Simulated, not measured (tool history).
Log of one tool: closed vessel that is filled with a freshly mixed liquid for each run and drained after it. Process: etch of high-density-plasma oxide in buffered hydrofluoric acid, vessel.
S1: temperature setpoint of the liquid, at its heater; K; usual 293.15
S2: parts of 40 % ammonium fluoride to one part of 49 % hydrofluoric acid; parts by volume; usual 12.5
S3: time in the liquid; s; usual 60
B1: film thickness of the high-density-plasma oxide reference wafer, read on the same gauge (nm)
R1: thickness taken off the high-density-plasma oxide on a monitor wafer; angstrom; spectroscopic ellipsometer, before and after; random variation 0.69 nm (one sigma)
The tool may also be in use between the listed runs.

| run | day | S1 | S2 | S3 | B1 | R1 |
|---|---|---|---|---|---|---|
| 1 | 0 | 297.15 | 12.5 | 60 | 79.97 | 916.8 |
| 2 | 1.492 | 293.15 | 16 | 60 | 79.97 | 579.8 |
| 3 | 2.075 | 293.15 | 16 | 60 | 79.97 | 572.3 |
| 4 | 3.338 | 293.15 | 16 | 60 | 79.97 | 584.3 |
|  | 3.742 | gauge calibrated |
| 5 | 3.988 | 293.15 | 12.5 | 60 | 80.02 | 732.3 |
| 6 | 4.921 | 293.15 | 12.5 | 60 | 80 | 726.7 |
| 7 | 6.242 | 293.15 | 12.5 | 40 | 80.01 | 491.1 |
| 8 | 7.312 | 296.15 | 12.5 | 60 | 80.01 | 857.3 |
| 9 | 10.521 | 293.15 | 12.5 | 60 | 80 | 722.2 |
|  | 10.721 | thermometer replaced |
| 10 | 11.221 | 295.65 | 9.5 | 95 | 79.98 | 1747.6 |
| 11 | 12.433 | 295.15 | 12.5 | 80 | 79.99 | 1086.5 |
|  | 13.529 | hydrofluoric acid flow meter replaced |
| 12 | 13.604 | 293.15 | 16.5 | 60 | 80 | 577 |
| 13 | 14.4 | 293.15 | 12.5 | 95 | 79.98 | 1199.3 |
| 14 | 15.325 | 293.15 | 15.5 | 60 | 79.99 | 617.5 |
| 15 | 15.992 | 293.15 | 12.5 | 60 | 79.98 | 770.3 |
| 16 | 16.662 | 293.15 | 12.5 | 60 | 80.03 | 771.6 |
| 17 | 17.538 | 293.15 | 8.5 | 60 | 79.99 | 1093 |
| 18 | 18.567 | 291.65 | 8.5 | 60 | 79.99 | 987.7 |
| 19 | 19.342 | 293.15 | 15 | 60 | 80.01 | 639.7 |
| 20 | 20.029 | 293.15 | 12.5 | 60 | 80 | 753.3 |
| 21 | 20.675 | 293.15 | 15 | 75 | 79.96 | 789.4 |
| 22 | 21.662 | 290.15 | 11 | 50 | 80.05 | 607.1 |
| 23 | 22.633 | 293.15 | 15.5 | 60 | 79.99 | 616.9 |
| 24 | 23.633 | 293.15 | 12.5 | 60 | 79.99 | 761.4 |
| 25 | 25.05 | 290.65 | 17 | 75 | 80 | 603.5 |
| 26 | 25.654 | 293.15 | 14 | 30 | 80.01 | 335.1 |
| 27 | 26.2 | 295.15 | 7.5 | 30 | 79.97 | 687 |
| 28 | 26.821 | 293.15 | 16 | 60 | 80.01 | 601.3 |
| 29 | 27.354 | 294.65 | 12.5 | 30 | 80 | 406.1 |
| 30 | 28.729 | 291.65 | 12.5 | 60 | 80 | 700.2 |
| 31 | 33 | 293.15 | 11 | 60 | 80 | 843.9 |
| 32 | 33.638 | 293.15 | 12.5 | 60 | 80 | 746.5 |

What the log doesn't show, run by run:
liquid colder than its thermometer reads (K): 0 in every run
gauge reads high (%): 0 in every run
H1: hydrofluoric acid flow below the setpoint (%)
| run | H1 |
|---|---|
| 1 | 6.09 |
| 2 | 6.23 |
| 3 | 6.29 |
| 4 | 6.41 |
| 5 | 6.48 |
| 6 | 6.57 |
| 7 | 6.69 |
| 8 | 6.8 |
| 9 | 7.11 |
| 10 | 7.17 |
| 11 | 7.29 |
| 12 | 1.86 |
| 13 | 1.94 |
| 14 | 2.02 |
| 15 | 2.09 |
| 16 | 2.15 |
| 17 | 2.24 |
| 18 | 2.34 |
| 19 | 2.41 |
| 20 | 2.48 |
| 21 | 2.54 |
| 22 | 2.64 |
| 23 | 2.73 |
| 24 | 2.83 |
| 25 | 2.96 |
| 26 | 3.02 |
| 27 | 3.07 |
| 28 | 3.13 |
| 29 | 3.18 |
| 30 | 3.32 |
| 31 | 3.73 |
| 32 | 3.79 |
